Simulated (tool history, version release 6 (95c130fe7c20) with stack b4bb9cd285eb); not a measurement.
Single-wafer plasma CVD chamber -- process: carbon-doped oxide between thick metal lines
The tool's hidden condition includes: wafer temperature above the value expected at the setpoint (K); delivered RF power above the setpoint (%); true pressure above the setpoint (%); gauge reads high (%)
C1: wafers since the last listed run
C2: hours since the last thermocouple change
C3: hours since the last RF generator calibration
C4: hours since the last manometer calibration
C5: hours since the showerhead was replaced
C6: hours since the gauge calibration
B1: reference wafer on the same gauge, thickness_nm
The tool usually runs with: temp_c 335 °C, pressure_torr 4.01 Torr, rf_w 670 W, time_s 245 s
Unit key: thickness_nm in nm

run 1 hour=0 | temp_c=335 pressure_torr=4.01 rf_w=570 time_s=228 | C1=0 C2=1658 C3=1387.1 C4=1220.4 C5=2988.9 C6=350.8 | B1=1552.14 | thickness_nm=1226.741
run 2 hour=21.9 | temp_c=335 pressure_torr=4.01 rf_w=670 time_s=215 | C1=160 C2=1679.9 C3=1409 C4=1242.3 C5=3010.8 C6=372.7 | B1=1548.45 | thickness_nm=1268.385
run 3 hour=54 | temp_c=335 pressure_torr=4.01 rf_w=670 time_s=215 | C1=235 C2=1712 C3=1441.1 C4=1274.4 C5=3042.9 C6=404.8 | B1=1547.544 | thickness_nm=1271.534
run 4 hour=68.1 | temp_c=335 pressure_torr=4.01 rf_w=670 time_s=215 | C1=103 C2=1726.1 C3=1455.2 C4=1288.5 C5=3057 C6=418.9 | B1=1550.486 | thickness_nm=1268.118
run 5 hour=103.3 | temp_c=335 pressure_torr=3.58 rf_w=670 time_s=207 | C1=257 C2=1761.3 C3=1490.4 C4=1323.7 C5=3092.2 C6=454.1 | B1=1547.652 | thickness_nm=1192.557
run 6 hour=132.1 | temp_c=335 pressure_torr=3.58 rf_w=670 time_s=207 | C1=210 C2=1790.1 C3=1519.2 C4=1352.5 C5=3121 C6=482.9 | B1=1550.607 | thickness_nm=1203.618
run 7 hour=157.9 | temp_c=335 pressure_torr=3.58 rf_w=670 time_s=207 | C1=188 C2=1815.9 C3=1545 C4=1378.3 C5=3146.8 C6=508.7 | B1=1549.775 | thickness_nm=1193.147
run 8 hour=180.6 | temp_c=335 pressure_torr=4.01 rf_w=670 time_s=245 | C1=166 C2=1838.6 C3=1567.7 C4=1401 C5=3169.5 C6=531.4 | B1=1550.345 | thickness_nm=1447.839
run 9 hour=197.9 | temp_c=335 pressure_torr=4.01 rf_w=670 time_s=245 | C1=126 C2=1855.9 C3=1585 C4=1418.3 C5=3186.8 C6=548.7 | B1=1551.006 | thickness_nm=1442.343
run 10 hour=230.3 | temp_c=335 pressure_torr=4.01 rf_w=670 time_s=260 | C1=237 C2=1888.3 C3=1617.4 C4=1450.7 C5=3219.2 C6=581.1 | B1=1550.668 | thickness_nm=1529.242
-- hour=242.3 thermocouple changed; heater temperature recalibrated
run 11 hour=255.8 | temp_c=335 pressure_torr=4.01 rf_w=670 time_s=260 | C1=128 C2=13.5 C3=1642.9 C4=1476.2 C5=3244.7 C6=606.6 | B1=1546.97 | thickness_nm=1524.089
-- hour=274 capacitance manometer re-zeroed and calibrated
run 12 hour=274.5 | temp_c=335 pressure_torr=4.01 rf_w=670 time_s=260 | C1=78 C2=32.2 C3=1661.6 C4=0.5 C5=3263.4 C6=625.3 | B1=1550.014 | thickness_nm=1531.135
-- hour=277.8 gauge calibrated
-- hour=294.3 RF generator calibrated
run 13 hour=300.8 | temp_c=345 pressure_torr=3.02 rf_w=600 time_s=245 | C1=134 C2=58.5 C3=6.5 C4=26.8 C5=3289.7 C6=23 | B1=1549.449 | thickness_nm=1305.637
-- hour=386.3 showerhead replaced
run 14 hour=386.8 | temp_c=335 pressure_torr=3.58 rf_w=670 time_s=207 | C1=571 C2=144.5 C3=92.5 C4=112.8 C5=0.5 C6=109 | B1=1551.193 | thickness_nm=1242.083
run 15 hour=404.8 | temp_c=324 pressure_torr=4.6 rf_w=615 time_s=221 | C1=131 C2=162.5 C3=110.5 C4=130.8 C5=18.5 C6=127 | B1=1551.252 | thickness_nm=1367.731
run 16 hour=420.9 | temp_c=335 pressure_torr=4.01 rf_w=670 time_s=245 | C1=117 C2=178.6 C3=126.6 C4=146.9 C5=34.6 C6=143.1 | B1=1550.023 | thickness_nm=1497.753
run 17 hour=455.9 | temp_c=335 pressure_torr=4.01 rf_w=670 time_s=245 | C1=256 C2=213.6 C3=161.6 C4=181.9 C5=69.6 C6=178.1 | B1=1548.809 | thickness_nm=1499.515
run 18 hour=470.9 | temp_c=335 pressure_torr=3.66 rf_w=670 time_s=245 | C1=109 C2=228.6 C3=176.6 C4=196.9 C5=84.6 C6=193.1 | B1=1548.25 | thickness_nm=1476.864
run 19 hour=494.9 | temp_c=343 pressure_torr=4.56 rf_w=595 time_s=267 | C1=175 C2=252.6 C3=200.6 C4=220.9 C5=108.6 C6=217.1 | B1=1548.714 | thickness_nm=1518.005
run 20 hour=519.4 | temp_c=335 pressure_torr=4.01 rf_w=670 time_s=212 | C1=179 C2=277.1 C3=225.1 C4=245.4 C5=133.1 C6=241.6 | B1=1549.591 | thickness_nm=1290.969
run 21 hour=555 | temp_c=335 pressure_torr=4.46 rf_w=740 time_s=245 | C1=260 C2=312.7 C3=260.7 C4=281 C5=168.7 C6=277.2 | B1=1548.355 | thickness_nm=1611.34
run 22 hour=589.4 | temp_c=330 pressure_torr=3.43 rf_w=615 time_s=282 | C1=251 C2=347.1 C3=295.1 C4=315.4 C5=203.1 C6=311.6 | B1=1549.411 | thickness_nm=1602.958
run 23 hour=610.3 | temp_c=335 pressure_torr=4.01 rf_w=670 time_s=260 | C1=153 C2=368 C3=316 C4=336.3 C5=224 C6=332.5 | B1=1551.347 | thickness_nm=1573.146
run 24 hour=642.3 | temp_c=344 pressure_torr=4.01 rf_w=670 time_s=245 | C1=234 C2=400 C3=348 C4=368.3 C5=256 C6=364.5 | B1=1547.382 | thickness_nm=1437.939
run 25 hour=663.6 | temp_c=335 pressure_torr=4.01 rf_w=670 time_s=245 | C1=156 C2=421.3 C3=369.3 C4=389.6 C5=277.3 C6=385.8 | B1=1550.692 | thickness_nm=1484.846

4 ways to go on from here, each from the tool as it stands after run 25. What would each give?
run A hour=664.1 | temp_c=335 pressure_torr=4.01 rf_w=670 time_s=245 | C1=3 C2=421.8 C3=369.8 C4=390.1 C5=277.8 C6=386.3 | B1=? | thickness_nm=?
run B hour=664.1 | temp_c=343 pressure_torr=4.01 rf_w=670 time_s=272 | C1=3 C2=421.8 C3=369.8 C4=390.1 C5=277.8 C6=386.3 | B1=? | thickness_nm=?
run C hour=664.1 | temp_c=335 pressure_torr=4.01 rf_w=670 time_s=209 | C1=3 C2=421.8 C3=369.8 C4=390.1 C5=277.8 C6=386.3 | B1=? | thickness_nm=?
run D hour=664.1 | temp_c=347 pressure_torr=4.7 rf_w=670 time_s=245 | C1=3 C2=421.8 C3=369.8 C4=390.1 C5=277.8 C6=386.3 | B1=? | thickness_nm=?

run=A B1=1552.545 thickness_nm=1482.875
run=B B1=1552.545 thickness_nm=1603.596
run=C B1=1552.545 thickness_nm=1265.463
run=D B1=1552.545 thickness_nm=1473.781
With no hidden state in the tool, these same runs would have given:
run=A thickness_nm=1521.976
run=B thickness_nm=1645.88
run=C thickness_nm=1298.831
run=D thickness_nm=1512.642

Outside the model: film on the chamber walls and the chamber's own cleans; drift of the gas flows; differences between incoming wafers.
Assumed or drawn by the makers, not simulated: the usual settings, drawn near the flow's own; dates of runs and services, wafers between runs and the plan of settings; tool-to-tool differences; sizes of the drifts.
